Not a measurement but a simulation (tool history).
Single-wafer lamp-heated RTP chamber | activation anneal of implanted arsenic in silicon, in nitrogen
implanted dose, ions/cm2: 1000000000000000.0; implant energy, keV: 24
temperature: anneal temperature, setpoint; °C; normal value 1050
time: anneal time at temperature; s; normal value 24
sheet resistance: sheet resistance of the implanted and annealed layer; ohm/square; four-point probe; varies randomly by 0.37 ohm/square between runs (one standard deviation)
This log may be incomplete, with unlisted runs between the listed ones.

| run | hour | temperature | time | read-back reference wafer on the same gauge, sheet resistance | sheet resistance |
|---|---|---|---|---|---|
| 1 | 0 | 1068 | 35 | 118.36 | 111.88 |
| 2 | 50.1 | 1073 | 24 | 118.49 | 114.69 |
| 3 | 147.5 | 1073 | 24 | 118.75 | 114.19 |
| 4 | 229.4 | 1067 | 20 | 118.93 | 116.97 |
|  | 257.4 | reflector plate cleaned |
| 5 | 332.5 | 1067 | 20 | 119.11 | 116.97 |
| 6 | 400.4 | 1036 | 24 | 119.31 | 121.93 |
|  | 408.7 | pyrometer window cleaned and pyrometer calibrated |
| 7 | 439.2 | 1036 | 24 | 119.46 | 121.88 |
| 8 | 500.8 | 1036 | 24 | 119.6 | 122.23 |
| 9 | 553.7 | 1050 | 34 | 119.83 | 116.5 |
| 10 | 617 | 1050 | 34 | 119.9 | 116.36 |
| 11 | 725.6 | 1050 | 24 | 120.28 | 120.27 |
| 12 | 787.6 | 1050 | 34 | 120.53 | 117.01 |
| 13 | 825.5 | 1025 | 17 | 120.64 | 128.03 |
|  | 847.1 | gauge calibrated |
| 14 | 885.2 | 1050 | 37 | 117.55 | 113.49 |
|  | 948.6 | reflector plate cleaned |
| 15 | 949.1 | 1040 | 24 | 117.7 | 119.23 |
|  | 966.9 | pyrometer window cleaned and pyrometer calibrated |
| 16 | 1022.1 | 1070 | 24 | 117.58 | 114.09 |
| 17 | 1079.1 | 1021 | 13 | 117.49 | 127.86 |
| 18 | 1134.7 | 1050 | 24 | 117.7 | 117.49 |
| 19 | 1209.4 | 1039 | 24 | 117.54 | 119.74 |
| 20 | 1294.8 | 1050 | 24 | 117.8 | 117.4 |

For some of the steps in sheet resistance from one run to the next: how much would appear even if the tool had no hidden state, given the settings, what came in and random variation, and how much remains for the hidden state plus any gauge scatter that the measured result and the result without hidden state don't share?
The hidden state here: true wafer temperature minus pyrometer reading, K; wafer temperature error from the tarnished reflector plate, K; gauge reads high (%).
Run 10 -> 11: time 34 -> 24. sheet resistance +3.91 ohm/square: hidden state +0.4, all else +3.51.
Run 13 -> 14: temperature 1025 -> 1050, time 17 -> 37, gauge calibrated. sheet resistance -14.54 ohm/square: hidden state -3.23, all else -11.31.
Run 16 -> 17: temperature 1070 -> 1021, time 24 -> 13. sheet resistance +13.77 ohm/square: hidden state -0.03, all else +13.8.
